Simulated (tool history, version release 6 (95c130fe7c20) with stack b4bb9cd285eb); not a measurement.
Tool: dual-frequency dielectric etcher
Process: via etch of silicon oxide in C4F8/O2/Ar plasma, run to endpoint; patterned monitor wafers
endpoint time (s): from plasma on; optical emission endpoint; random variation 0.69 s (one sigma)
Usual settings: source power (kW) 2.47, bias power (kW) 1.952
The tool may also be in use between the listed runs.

run     day  source power (kW)  bias power (kW)  wafers since the last listed run  hours since the last wet clean  hours since the last source power generator calibration  hours since the last bias power generator calibration  hours since the last upper electrode change  incoming incoming film thickness, nm  endpoint time (s)
  1       0               2.47            1.952                                 0                           187.5                                                   2593.7                                                 1617.3                                       4853.2                                   974                183
  2   2.808               2.47            1.952                               467                           254.9                                                   2661.1                                                 1684.7                                       4920.6                                 974.7              185.1
  3   6.588               2.47            1.952                               629                           345.6                                                   2751.8                                                 1775.4                                       5011.3                                   987              188.8
  4  10.096               2.33            1.952                               584                           429.8                                                     2836                                                 1859.6                                       5095.5                                 964.7              192.3
     11.338  -- wet clean of the chamber
  5  12.604               2.33            1.952                               251                            30.4                                                   2896.2                                                 1919.8                                       5155.7                                 989.8              189.5
  6  16.129               2.47            1.952                               587                             115                                                   2980.8                                                 2004.4                                       5240.3                                   986              184.6
     19.304  -- upper electrode replaced
  7  21.079               2.47            1.952                               658                           233.8                                                   3099.6                                                 2123.2                                         42.6                                 981.6              186.8
  8  25.279               2.47            1.952                               699                           334.6                                                   3200.4                                                   2224                                        143.4                                 986.9              189.1
     26.788  -- bias power generator calibrated
  9  28.412               2.47            1.952                               494                           409.8                                                   3275.6                                                     39                                        218.6                                 987.6              191.1
     31.925  -- wet clean of the chamber
 10  32.192               2.66            2.373                               463                             6.4                                                   3366.3                                                  129.7                                        309.3                                 987.3              164.4
 11  35.154               2.06            1.521                               493                            77.5                                                   3437.4                                                  200.8                                        380.4                                 983.1              220.1
 12  39.483               2.47            1.952                               721                           181.4                                                   3541.3                                                  304.7                                        484.3                                 981.4              184.1
 13   42.75               2.19            2.419                               544                           259.8                                                   3619.7                                                  383.1                                        562.7                                 989.8              187.7
     44.446  -- source power generator calibrated
 14  46.325               2.21            2.382                               567                           345.6                                                     45.1                                                  468.9                                        648.5                                 975.8              187.2
     50.271  -- wet clean of the chamber
 15  50.292               2.12            2.435                               494                             0.5                                                    140.3                                                  564.1                                        743.7                                   984              183.3
 16  52.125               2.04            1.737                               305                            44.5                                                    184.3                                                  608.1                                        787.7                                 991.3              211.2
 17  55.612               2.47            1.952                               581                           128.2                                                      268                                                  691.8                                        871.4                                 983.4              182.2
 18  59.375               3.01            1.952                               626                           218.5                                                    358.3                                                  782.1                                        961.7                                 992.8              167.1

Forecast each of these 4 alternatives for the next run:
  A  59.396               2.47            1.952                                 3                             219                                                    358.8                                                  782.6                                        962.2                                 984.9                  ?
  B  59.396               2.22            1.605                                 3                             219                                                    358.8                                                  782.6                                        962.2                                 984.9                  ?
  C  59.396               2.74            2.188                                 3                             219                                                    358.8                                                  782.6                                        962.2                                 984.9                  ?
  D  59.396                2.8            1.469                                 3                             219                                                    358.8                                                  782.6                                        962.2                                 984.9                  ?

run  endpoint time (s)
  A              184.3
  B              207.7
  C              168.2
  D                187
Without the tool's hidden state the same runs would have given:
run  endpoint time (s)
  A              181.2
  B              204.3
  C              165.4
  D              183.9
